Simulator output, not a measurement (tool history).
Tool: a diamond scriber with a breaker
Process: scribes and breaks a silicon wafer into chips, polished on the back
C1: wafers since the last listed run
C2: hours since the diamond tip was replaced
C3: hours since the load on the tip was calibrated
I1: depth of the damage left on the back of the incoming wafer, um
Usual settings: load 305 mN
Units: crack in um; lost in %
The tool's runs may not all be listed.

{"run": 1, "hour": 0.0, "load": 364, "C1": 0, "C2": 660.8, "C3": 527.8, "I1": 0.03, "crack": 8.82, "lost": 1.5}
{"run": 2, "hour": 17.8, "load": 305, "C1": 80, "C2": 678.6, "C3": 545.6, "I1": 0.03, "crack": 8.01, "lost": 2.2}
{"run": 3, "hour": 33.2, "load": 324, "C1": 69, "C2": 694, "C3": 561, "I1": 0.04, "crack": 8.17, "lost": 1.33}
{"run": 4, "hour": 47.3, "load": 324, "C1": 63, "C2": 708.1, "C3": 575.1, "I1": 0.04, "crack": 8.25, "lost": 1.51}
{"run": 5, "hour": 60.0, "load": 324, "C1": 57, "C2": 720.8, "C3": 587.8, "I1": 0.02, "crack": 8.17, "lost": 1.53}
{"run": 6, "hour": 69.9, "load": 375, "C1": 44, "C2": 730.7, "C3": 597.7, "I1": 0.04, "crack": 8.74, "lost": 1.54}
{"run": 7, "hour": 81.6, "load": 375, "C1": 52, "C2": 742.4, "C3": 609.4, "I1": 0.03, "crack": 8.84, "lost": 1.31}
{"run": 8, "hour": 96.1, "load": 375, "C1": 65, "C2": 756.9, "C3": 623.9, "I1": 0.03, "crack": 8.82, "lost": 1.29}
{"run": 9, "hour": 105.3, "load": 305, "C1": 41, "C2": 766.1, "C3": 633.1, "I1": 0.04, "crack": 7.96, "lost": 2.37}
{"run": 10, "hour": 115.9, "load": 305, "C1": 47, "C2": 776.7, "C3": 643.7, "I1": 0.04, "crack": 7.84, "lost": 2.38}
{"run": 11, "hour": 131.5, "load": 305, "C1": 70, "C2": 792.3, "C3": 659.3, "I1": 0.01, "crack": 7.79, "lost": 2.33}
{"run": 12, "hour": 174.2, "load": 305, "C1": 192, "C2": 835, "C3": 702, "I1": 0.04, "crack": 7.77, "lost": 3.52}
{"hour": 188.3, "done": "diamond tip replaced by a new one"}
{"run": 13, "hour": 188.8, "load": 305, "C1": 56, "C2": 0.5, "C3": 716.6, "I1": 0.01, "crack": 8.01, "lost": 1.53}
{"run": 14, "hour": 202.7, "load": 305, "C1": 62, "C2": 14.4, "C3": 730.5, "I1": 0.03, "crack": 8.12, "lost": 1.81}
{"run": 15, "hour": 212.0, "load": 305, "C1": 42, "C2": 23.7, "C3": 739.8, "I1": 0.01, "crack": 8.05, "lost": 1.69}
{"run": 16, "hour": 218.2, "load": 268, "C1": 28, "C2": 29.9, "C3": 746, "I1": 0.02, "crack": 7.64, "lost": 3.69}
{"run": 17, "hour": 228.2, "load": 255, "C1": 45, "C2": 39.9, "C3": 756, "I1": 0.04, "crack": 7.46, "lost": 5.39}
{"run": 18, "hour": 244.8, "load": 255, "C1": 74, "C2": 56.5, "C3": 772.6, "I1": 0.05, "crack": 7.38, "lost": 5.82}
{"run": 19, "hour": 262.4, "load": 305, "C1": 79, "C2": 74.1, "C3": 790.2, "I1": 0.04, "crack": 7.92, "lost": 2.11}
{"run": 20, "hour": 270.3, "load": 218, "C1": 35, "C2": 82, "C3": 798.1, "I1": 0.03, "crack": 6.88, "lost": 9.3}
{"run": 21, "hour": 319.6, "load": 244, "C1": 222, "C2": 131.3, "C3": 847.4, "I1": 0.04, "crack": 7.21, "lost": 6.99}
{"run": 22, "hour": 336.4, "load": 254, "C1": 75, "C2": 148.1, "C3": 864.2, "I1": 0.05, "crack": 7.32, "lost": 6.56}
{"run": 23, "hour": 348.2, "load": 220, "C1": 53, "C2": 159.9, "C3": 876, "I1": 0.02, "crack": 6.8, "lost": 10.84}
{"run": 24, "hour": 359.8, "load": 213, "C1": 52, "C2": 171.5, "C3": 887.6, "I1": 0.05, "crack": 6.58, "lost": 13.44}
{"run": 25, "hour": 401.8, "load": 392, "C1": 189, "C2": 213.5, "C3": 929.6, "I1": 0.03, "crack": 8.91, "lost": 1.42}
{"hour": 406.1, "done": "load on the tip recalibrated"}
{"run": 26, "hour": 409.1, "load": 388, "C1": 23, "C2": 220.8, "C3": 3, "I1": 0.02, "crack": 9.43, "lost": 3.75}
{"run": 27, "hour": 424.1, "load": 252, "C1": 67, "C2": 235.8, "C3": 18, "I1": 0.04, "crack": 7.76, "lost": 3.17}
{"run": 28, "hour": 433.8, "load": 221, "C1": 43, "C2": 245.5, "C3": 27.7, "I1": 0.04, "crack": 7.23, "lost": 6.26}
{"run": 29, "hour": 450.3, "load": 305, "C1": 74, "C2": 262, "C3": 44.2, "I1": 0.02, "crack": 8.36, "lost": 1.2}
{"run": 30, "hour": 498.7, "load": 364, "C1": 218, "C2": 310.4, "C3": 92.6, "I1": 0.01, "crack": 9.15, "lost": 2.18}
{"run": 31, "hour": 510.6, "load": 305, "C1": 53, "C2": 322.3, "C3": 104.5, "I1": 0.04, "crack": 8.39, "lost": 1.04}
{"run": 32, "hour": 517.6, "load": 275, "C1": 31, "C2": 329.3, "C3": 111.5, "I1": 0.03, "crack": 7.95, "lost": 2.1}
{"run": 33, "hour": 527.8, "load": 354, "C1": 46, "C2": 339.5, "C3": 121.7, "I1": 0.01, "crack": 9.08, "lost": 1.69}
{"run": 34, "hour": 540.3, "load": 305, "C1": 56, "C2": 352, "C3": 134.2, "I1": 0.02, "crack": 8.22, "lost": 1.27}
{"run": 35, "hour": 554.1, "load": 249, "C1": 62, "C2": 365.8, "C3": 148, "I1": 0.02, "crack": 7.58, "lost": 3.65}
{"run": 36, "hour": 563.6, "load": 305, "C1": 42, "C2": 375.3, "C3": 157.5, "I1": 0.05, "crack": 8.43, "lost": 1.08}
{"run": 37, "hour": 574.7, "load": 220, "C1": 50, "C2": 386.4, "C3": 168.6, "I1": 0.03, "crack": 7.22, "lost": 7.3}
{"run": 38, "hour": 586.0, "load": 267, "C1": 51, "C2": 397.7, "C3": 179.9, "I1": 0.01, "crack": 7.94, "lost": 2.47}
{"run": 39, "hour": 592.0, "load": 242, "C1": 27, "C2": 403.7, "C3": 185.9, "I1": 0.02, "crack": 7.46, "lost": 4.35}
{"run": 40, "hour": 608.2, "load": 259, "C1": 73, "C2": 419.9, "C3": 202.1, "I1": 0.03, "crack": 7.74, "lost": 3.57}
{"run": 41, "hour": 618.1, "load": 241, "C1": 44, "C2": 429.8, "C3": 212, "I1": 0.05, "crack": 7.52, "lost": 4.35}
{"run": 42, "hour": 664.1, "load": 305, "C1": 207, "C2": 475.8, "C3": 258, "I1": 0.01, "crack": 8.24, "lost": 1.49}
{"run": 43, "hour": 681.6, "load": 336, "C1": 79, "C2": 493.3, "C3": 275.5, "I1": 0.04, "crack": 8.53, "lost": 1.24}

Hidden state at the last listed run before each entry between runs and at the first one after, where it differs:
Between runs 12 and 13: diamond tip replaced by a new one (hour 188.3)
  share of the diamond tip's cutting effectiveness lost through wear, %: 6.86 -> 0.431; deviation of the load on the tip from its setpoint, %: -9.35 -> -9.71
  measured less the result without the state, crack: -0.75 -> -0.42 um; lost: +2.25 -> +0.52 %
Between runs 25 and 26: load on the tip recalibrated (hour 406.1)
  share of the diamond tip's cutting effectiveness lost through wear, %: 0.832 -> 0.86; deviation of the load on the tip from its setpoint, %: -15.8 -> -0.887
  measured less the result without the state, crack: -0.78 -> -0.1 um; lost: -2.99 -> -0.5 %

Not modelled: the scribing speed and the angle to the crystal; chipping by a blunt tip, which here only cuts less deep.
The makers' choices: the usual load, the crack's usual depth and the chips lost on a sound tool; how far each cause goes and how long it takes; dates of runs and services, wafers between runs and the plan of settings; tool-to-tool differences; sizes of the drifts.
